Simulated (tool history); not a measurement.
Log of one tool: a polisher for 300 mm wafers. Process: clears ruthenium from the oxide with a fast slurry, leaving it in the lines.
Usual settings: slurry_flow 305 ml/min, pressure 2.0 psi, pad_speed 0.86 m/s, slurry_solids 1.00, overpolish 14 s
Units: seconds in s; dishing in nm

run	hour	slurry_flow	pressure	pad_speed	slurry_solids	overpolish	wafers since the last listed run	wafers polished on this pad	hours since the slurry nozzle was cleaned	hours since the head pressure was calibrated	hours since the slurry blender was calibrated	incoming thickness of the incoming film, nm	seconds	dishing
1	0.0	220	1.7	0.86	1.00	14	0	39	553.4	264.3	168.1	212.3	108.3	22.9
2	17.4	225	2.0	0.86	0.85	14	139	179	570.8	281.7	185.5	208.8	101.9	23.5
3	34.7	225	2.0	0.86	0.85	14	138	318	588.1	299.0	202.8	213.6	103.7	23.4
4	45.5	305	2.0	0.86	1.00	14	86	405	598.9	309.8	213.6	207.2	91.3	27.0
5	54.2	305	2.0	0.86	1.00	14	69	474	607.6	318.5	222.3	209.5	94.0	26.2
# hour 68.7: head pressure recalibrated
6	71.0	305	2.0	0.70	1.00	14	118	593	624.4	2.3	239.1	208.3	122.9	20.4
7	83.8	305	2.0	0.86	1.00	14	102	696	637.2	15.1	251.9	211.1	100.6	24.3
# hour 96.5: worn pad replaced by a new one
8	97.0	305	2.0	0.86	1.00	14	73	3	650.4	28.3	265.1	209.6	97.9	24.7
9	106.3	305	2.0	0.86	0.85	14	74	78	659.7	37.6	274.4	213.6	113.4	22.1
10	115.7	305	2.0	0.86	1.00	14	75	153	669.1	47.0	283.8	208.6	100.1	24.6
11	128.9	230	2.0	0.86	1.10	14	106	259	682.3	60.2	297.0	211.2	95.5	25.3
12	140.8	305	2.0	0.86	1.00	14	95	355	694.2	72.1	308.9	210.2	99.6	25.2
13	157.6	305	2.4	0.74	0.90	11	134	490	711.0	88.9	325.7	207.7	102.2	19.1
14	167.0	305	2.0	0.86	1.00	14	75	565	720.4	98.3	335.1	207.7	99.9	26.2
# hour 181.8: worn pad replaced by a new one
# hour 182.6: slurry nozzle cleaned
15	183.1	305	2.6	0.86	1.00	14	90	4	0.5	114.4	351.2	212.4	79.5	32.0
16	187.9	385	2.0	1.06	1.00	14	38	42	5.3	119.2	356.0	205.7	76.7	30.3
17	202.8	305	2.0	0.86	1.00	14	119	162	20.2	134.1	370.9	207.9	97.2	24.9
18	216.5	305	2.6	0.86	0.80	20	110	272	33.9	147.8	384.6	207.8	90.4	38.3
19	224.3	305	2.0	0.86	1.00	14	62	335	41.7	155.6	392.4	208.2	97.8	24.9
# hour 226.7: slurry blender recalibrated
20	231.9	365	1.4	0.86	1.00	14	44	380	49.3	163.2	5.2	210.0	114.6	21.1
21	243.2	305	2.0	0.86	1.10	14	90	470	60.6	174.5	16.5	211.4	84.9	29.1
22	255.6	305	2.0	0.86	1.25	14	99	570	73.0	186.9	28.9	208.2	76.5	30.1
23	266.3	305	2.0	0.86	1.00	14	85	656	83.7	197.6	39.6	213.7	87.3	27.5
24	275.6	305	2.0	0.58	1.00	14	74	731	93.0	206.9	48.9	211.4	129.2	18.7
25	284.7	225	2.0	1.06	1.00	14	73	804	102.1	216.0	58.0	209.5	72.3	34.0
# hour 288.9: worn pad replaced by a new one
26	313.9	385	1.4	0.86	0.90	22	202	200	131.3	245.2	87.2	208.8	122.6	29.8
27	329.7	305	2.0	0.86	1.00	14	126	327	147.1	261.0	103.0	206.0	87.3	28.5
28	346.9	305	1.5	0.86	1.00	14	138	465	164.3	278.2	120.2	213.1	116.1	23.2

The same runs without the tool's hidden state, with the same run-to-run variation:
The hidden state here: removal rate lost through wear of the pad, %; slurry flow missing at the pad, %; deviation of the head's pressure from its setpoint, %; abrasive missing from the slurry, %.
run	seconds	dishing
1	112.1	22.1
2	104.5	23.0
3	105.8	22.9
4	93.5	26.4
5	96.0	25.7
6	115.0	21.7
7	94.7	25.7
8	92.7	26.0
9	106.8	23.4
10	95.3	25.8
11	91.6	26.3
12	95.2	26.3
13	97.2	20.1
14	95.6	27.2
15	76.1	33.3
16	73.4	31.6
17	92.9	26.0
18	84.9	40.5
19	93.3	26.0
20	124.0	19.5
21	91.8	27.0
22	82.7	27.9
23	94.2	25.6
24	139.2	17.4
25	77.8	31.7
26	131.1	28.0
27	93.2	26.8
28	123.6	21.8
